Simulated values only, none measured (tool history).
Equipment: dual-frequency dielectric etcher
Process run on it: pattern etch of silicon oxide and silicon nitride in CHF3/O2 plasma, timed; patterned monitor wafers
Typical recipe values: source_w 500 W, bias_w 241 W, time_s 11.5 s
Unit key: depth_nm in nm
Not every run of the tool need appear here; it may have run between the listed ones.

| run | hour | source_w | bias_w | time_s | wafers since the last listed run | hours since the last wet clean | hours since the last source power generator calibration | hours since the last bias power generator calibration | hours since the last upper electrode change | hours since the gauge calibration | read-back reference wafer on the same gauge, depth_nm | depth_nm |
|---|---|---|---|---|---|---|---|---|---|---|---|---|
| 1 | 0 | 590 | 241 | 11.5 | 0 | 473.6 | 2042.1 | 2579.1 | 4314.8 | 824.7 | 14.61 | 18.22 |
|  | 86.6 | wet clean of the chamber |
| 2 | 95.5 | 500 | 280 | 11.5 | 746 | 8.9 | 2137.6 | 2674.6 | 4410.3 | 920.2 | 14.6 | 17.37 |
| 3 | 142.8 | 500 | 280 | 11.5 | 493 | 56.2 | 2184.9 | 2721.9 | 4457.6 | 967.5 | 14.6 | 17.47 |
| 4 | 293.6 | 500 | 280 | 11.5 | 1574 | 207 | 2335.7 | 2872.7 | 4608.4 | 1118.3 | 14.56 | 17.31 |
| 5 | 360.4 | 500 | 241 | 11.5 | 697 | 273.8 | 2402.5 | 2939.5 | 4675.2 | 1185.1 | 14.62 | 16.46 |
| 6 | 422.2 | 500 | 241 | 11.5 | 645 | 335.6 | 2464.3 | 3001.3 | 4737 | 1246.9 | 14.58 | 16.31 |
| 7 | 485.9 | 500 | 241 | 11.5 | 665 | 399.3 | 2528 | 3065 | 4800.7 | 1310.6 | 14.64 | 16.46 |
|  | 564.5 | wet clean of the chamber, repeated, since the last time left the tool worse |
| 8 | 565 | 500 | 241 | 11.5 | 575 | 0.5 | 2607.1 | 3144.1 | 4879.8 | 1389.7 | 14.58 | 17.37 |
| 9 | 584.6 | 500 | 241 | 11.5 | 204 | 20.1 | 2626.7 | 3163.7 | 4899.4 | 1409.3 | 14.62 | 17.53 |
| 10 | 637.4 | 570 | 241 | 10.5 | 551 | 72.9 | 2679.5 | 3216.5 | 4952.2 | 1462.1 | 14.63 | 16.55 |
|  | 708.8 | upper electrode replaced |
| 11 | 725.5 | 570 | 241 | 10.5 | 669 | 161 | 2767.6 | 3304.6 | 16.7 | 1550.2 | 14.61 | 16.62 |
| 12 | 778.8 | 580 | 241 | 14.5 | 556 | 214.3 | 2820.9 | 3357.9 | 70 | 1603.5 | 14.6 | 22.88 |
| 13 | 1001.6 | 540 | 298 | 9.5 | 2326 | 437.1 | 3043.7 | 3580.7 | 292.8 | 1826.3 | 14.6 | 15.41 |
|  | 1063.8 | gauge calibrated |
|  | 1098.2 | wet clean of the chamber |
| 14 | 1098.7 | 500 | 241 | 11.5 | 763 | 0.5 | 3140.8 | 3677.8 | 389.9 | 34.9 | 14.59 | 17.47 |
| 15 | 1197.4 | 440 | 241 | 11.5 | 1030 | 99.2 | 3239.5 | 3776.5 | 488.6 | 133.6 | 14.59 | 16.61 |
| 16 | 1242.9 | 500 | 241 | 11.5 | 475 | 144.7 | 3285 | 3822 | 534.1 | 179.1 | 14.59 | 17.38 |
| 17 | 1345.1 | 500 | 241 | 11.5 | 1067 | 246.9 | 3387.2 | 3924.2 | 636.3 | 281.3 | 14.6 | 17.44 |
| 18 | 1407.4 | 580 | 205 | 9 | 650 | 309.2 | 3449.5 | 3986.5 | 698.6 | 343.6 | 14.6 | 13.71 |
|  | 1483.4 | source power generator calibrated |
|  | 1505 | bias power generator calibrated |
| 19 | 1505.5 | 580 | 220 | 8.5 | 940 | 407.3 | 22.1 | 0.5 | 796.7 | 441.7 | 14.59 | 13.02 |
| 20 | 1591 | 540 | 241 | 11.5 | 892 | 492.8 | 107.6 | 86 | 882.2 | 527.2 | 14.62 | 17.59 |
|  | 1707 | wet clean of the chamber |
| 21 | 1707.5 | 610 | 219 | 13.5 | 965 | 0.5 | 224.1 | 202.5 | 998.7 | 643.7 | 14.6 | 21.53 |
| 22 | 1785.9 | 500 | 241 | 11.5 | 818 | 78.9 | 302.5 | 280.9 | 1077.1 | 722.1 | 14.59 | 17.5 |
| 23 | 1863.3 | 500 | 207 | 11.5 | 808 | 156.3 | 379.9 | 358.3 | 1154.5 | 799.5 | 14.6 | 16.87 |
| 24 | 1915 | 440 | 241 | 13 | 539 | 208 | 431.6 | 410 | 1206.2 | 851.2 | 14.6 | 18.86 |
| 25 | 1968.4 | 500 | 241 | 9.5 | 557 | 261.4 | 485 | 463.4 | 1259.6 | 904.6 | 14.59 | 14.43 |
| 26 | 2021.7 | 540 | 208 | 12.5 | 556 | 314.7 | 538.3 | 516.7 | 1312.9 | 957.9 | 14.58 | 18.54 |
| 27 | 2119.7 | 550 | 288 | 8.5 | 1023 | 412.7 | 636.3 | 614.7 | 1410.9 | 1055.9 | 14.61 | 13.85 |
| 28 | 2198.5 | 420 | 284 | 14 | 822 | 491.5 | 715.1 | 693.5 | 1489.7 | 1134.7 | 14.62 | 20.75 |

Forecast each of these 5 alternatives for the next run:
| A | 2198.9 | 500 | 241 | 11.5 | 4 | 491.9 | 715.5 | 693.9 | 1490.1 | 1135.1 | ? | ? |
| B | 2198.9 | 600 | 241 | 8 | 4 | 491.9 | 715.5 | 693.9 | 1490.1 | 1135.1 | ? | ? |
| C | 2198.9 | 500 | 194 | 15 | 4 | 491.9 | 715.5 | 693.9 | 1490.1 | 1135.1 | ? | ? |
| D | 2198.9 | 500 | 259 | 9 | 4 | 491.9 | 715.5 | 693.9 | 1490.1 | 1135.1 | ? | ? |
| E | 2198.9 | 380 | 290 | 10 | 4 | 491.9 | 715.5 | 693.9 | 1490.1 | 1135.1 | ? | ? |

| run | read-back reference wafer on the same gauge, depth_nm | depth_nm |
|---|---|---|
| A | 14.58 | 17.07 |
| B | 14.58 | 12.68 |
| C | 14.58 | 20.98 |
| D | 14.58 | 13.64 |
| E | 14.58 | 14.24 |
The same runs, with their run-to-run variation unchanged, on a tool lacking any hidden condition would have given:
| run | depth_nm |
|---|---|
| A | 17.45 |
| B | 12.96 |
| C | 21.45 |
| D | 13.94 |
| E | 14.55 |
